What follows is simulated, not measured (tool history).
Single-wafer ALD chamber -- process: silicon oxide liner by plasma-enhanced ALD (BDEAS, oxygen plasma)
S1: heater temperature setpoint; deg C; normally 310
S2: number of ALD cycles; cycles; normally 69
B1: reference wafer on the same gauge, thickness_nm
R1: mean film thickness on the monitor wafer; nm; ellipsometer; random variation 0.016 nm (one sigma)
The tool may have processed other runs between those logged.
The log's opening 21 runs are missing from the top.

{"run": 22, "hour": 1652.3, "S1": 305, "S2": 57, "B1": 6.145, "R1": 5.349}
{"run": 23, "hour": 1726.6, "S1": 298, "S2": 56, "B1": 6.142, "R1": 5.327}
{"hour": 1739.0, "done": "thermocouple changed; heater temperature recalibrated"}
{"run": 24, "hour": 1779.2, "S1": 298, "S2": 73, "B1": 6.139, "R1": 7.001}
{"run": 25, "hour": 1823.3, "S1": 298, "S2": 61, "B1": 6.147, "R1": 5.846}
{"run": 26, "hour": 1929.0, "S1": 310, "S2": 69, "B1": 6.144, "R1": 6.49}
{"run": 27, "hour": 1967.7, "S1": 325, "S2": 74, "B1": 6.135, "R1": 6.821}
{"run": 28, "hour": 2012.6, "S1": 310, "S2": 69, "B1": 6.137, "R1": 6.506}
{"run": 29, "hour": 2062.5, "S1": 318, "S2": 62, "B1": 6.138, "R1": 5.794}
{"run": 30, "hour": 2107.8, "S1": 319, "S2": 69, "B1": 6.142, "R1": 6.411}
{"run": 31, "hour": 2157.8, "S1": 310, "S2": 69, "B1": 6.142, "R1": 6.472}
{"run": 32, "hour": 2255.1, "S1": 310, "S2": 80, "B1": 6.138, "R1": 7.521}
{"hour": 2270.1, "done": "gauge calibrated"}
{"run": 33, "hour": 2349.1, "S1": 303, "S2": 75, "B1": 6.142, "R1": 7.125}
{"run": 34, "hour": 2436.7, "S1": 317, "S2": 62, "B1": 6.144, "R1": 5.746}
{"run": 35, "hour": 2479.9, "S1": 298, "S2": 60, "B1": 6.143, "R1": 5.749}
{"run": 36, "hour": 2573.0, "S1": 306, "S2": 65, "B1": 6.138, "R1": 6.135}
{"run": 37, "hour": 2841.7, "S1": 298, "S2": 59, "B1": 6.141, "R1": 5.645}
{"run": 38, "hour": 2881.3, "S1": 300, "S2": 69, "B1": 6.14, "R1": 6.541}

Branching from run 38: 3 alternative next runs. What would each branch give?
{"run": "A", "hour": 2881.8, "S1": 310, "S2": 69, "B1": "?", "R1": "?"}
{"run": "B", "hour": 2881.8, "S1": 324, "S2": 66, "B1": "?", "R1": "?"}
{"run": "C", "hour": 2881.8, "S1": 322, "S2": 75, "B1": "?", "R1": "?"}

run=A B1=6.142 R1=6.471
run=B B1=6.142 R1=6.073
run=C B1=6.142 R1=6.92
Had the tool no hidden state, the same runs would have come out as:
run=A R1=6.496
run=B R1=6.097
run=C R1=6.947
